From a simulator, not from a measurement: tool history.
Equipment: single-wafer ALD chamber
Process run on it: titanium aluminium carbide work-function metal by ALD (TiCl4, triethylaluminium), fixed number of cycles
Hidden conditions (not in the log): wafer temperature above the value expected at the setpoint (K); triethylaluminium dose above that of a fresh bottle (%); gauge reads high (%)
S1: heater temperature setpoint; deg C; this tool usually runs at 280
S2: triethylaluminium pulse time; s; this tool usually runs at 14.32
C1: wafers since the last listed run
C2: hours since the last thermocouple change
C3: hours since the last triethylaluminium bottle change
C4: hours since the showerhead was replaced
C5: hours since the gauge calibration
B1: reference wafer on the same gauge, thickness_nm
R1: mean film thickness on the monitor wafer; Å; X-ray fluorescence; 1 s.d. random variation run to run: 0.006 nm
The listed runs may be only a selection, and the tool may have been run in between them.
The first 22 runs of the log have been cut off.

run 23 hour=1206.0 | S1=285 S2=8.91 | C1=533 C2=1109.6 C3=663.3 C4=479.8 C5=165.7 | B1=1.988 | R1=20.25
run 24 hour=1265.5 | S1=280 S2=15.96 | C1=455 C2=1169.1 C3=722.8 C4=539.3 C5=225.2 | B1=1.990 | R1=20.15
-- hour=1293.1 triethylaluminium bottle replaced
-- hour=1395.0 thermocouple changed; heater temperature recalibrated
run 25 hour=1447.6 | S1=285 S2=10.07 | C1=1271 C2=52.6 C3=154.5 C4=721.4 C5=407.3 | B1=1.990 | R1=20.70
run 26 hour=1491.0 | S1=272 S2=20.01 | C1=332 C2=96.0 C3=197.9 C4=764.8 C5=450.7 | B1=1.991 | R1=19.86
run 27 hour=1520.9 | S1=270 S2=18.26 | C1=228 C2=125.9 C3=227.8 C4=794.7 C5=480.6 | B1=1.990 | R1=19.65
run 28 hour=1575.2 | S1=285 S2=10.07 | C1=415 C2=180.2 C3=282.1 C4=849.0 C5=534.9 | B1=1.989 | R1=20.58
run 29 hour=1636.9 | S1=280 S2=14.32 | C1=472 C2=241.9 C3=343.8 C4=910.7 C5=596.6 | B1=1.988 | R1=20.32
run 30 hour=1825.4 | S1=284 S2=18.38 | C1=1442 C2=430.4 C3=532.3 C4=1099.2 C5=785.1 | B1=1.989 | R1=20.68
run 31 hour=1879.3 | S1=265 S2=16.89 | C1=412 C2=484.3 C3=586.2 C4=1153.1 C5=839.0 | B1=1.990 | R1=19.06
run 32 hour=1929.6 | S1=280 S2=14.32 | C1=384 C2=534.6 C3=636.5 C4=1203.4 C5=889.3 | B1=1.988 | R1=20.29
run 33 hour=1958.1 | S1=271 S2=18.85 | C1=218 C2=563.1 C3=665.0 C4=1231.9 C5=917.8 | B1=1.992 | R1=19.60

Here are 4 independent what-if runs from the current tool condition. What would each one return?
run A hour=1958.5 | S1=280 S2=14.32 | C1=3 C2=563.5 C3=665.4 C4=1232.3 C5=918.2 | B1=? | R1=?
run B hour=1958.5 | S1=266 S2=12.36 | C1=3 C2=563.5 C3=665.4 C4=1232.3 C5=918.2 | B1=? | R1=?
run C hour=1958.5 | S1=288 S2=10.43 | C1=3 C2=563.5 C3=665.4 C4=1232.3 C5=918.2 | B1=? | R1=?
run D hour=1958.5 | S1=273 S2=17.57 | C1=3 C2=563.5 C3=665.4 C4=1232.3 C5=918.2 | B1=? | R1=?

run=A B1=1.989 R1=20.36
run=B B1=1.989 R1=19.11
run=C B1=1.989 R1=20.83
run=D B1=1.989 R1=19.84
Without the tool's unlogged condition, the same runs would have read:
run=A R1=20.54
run=B R1=19.30
run=C R1=21.02
run=D R1=20.03

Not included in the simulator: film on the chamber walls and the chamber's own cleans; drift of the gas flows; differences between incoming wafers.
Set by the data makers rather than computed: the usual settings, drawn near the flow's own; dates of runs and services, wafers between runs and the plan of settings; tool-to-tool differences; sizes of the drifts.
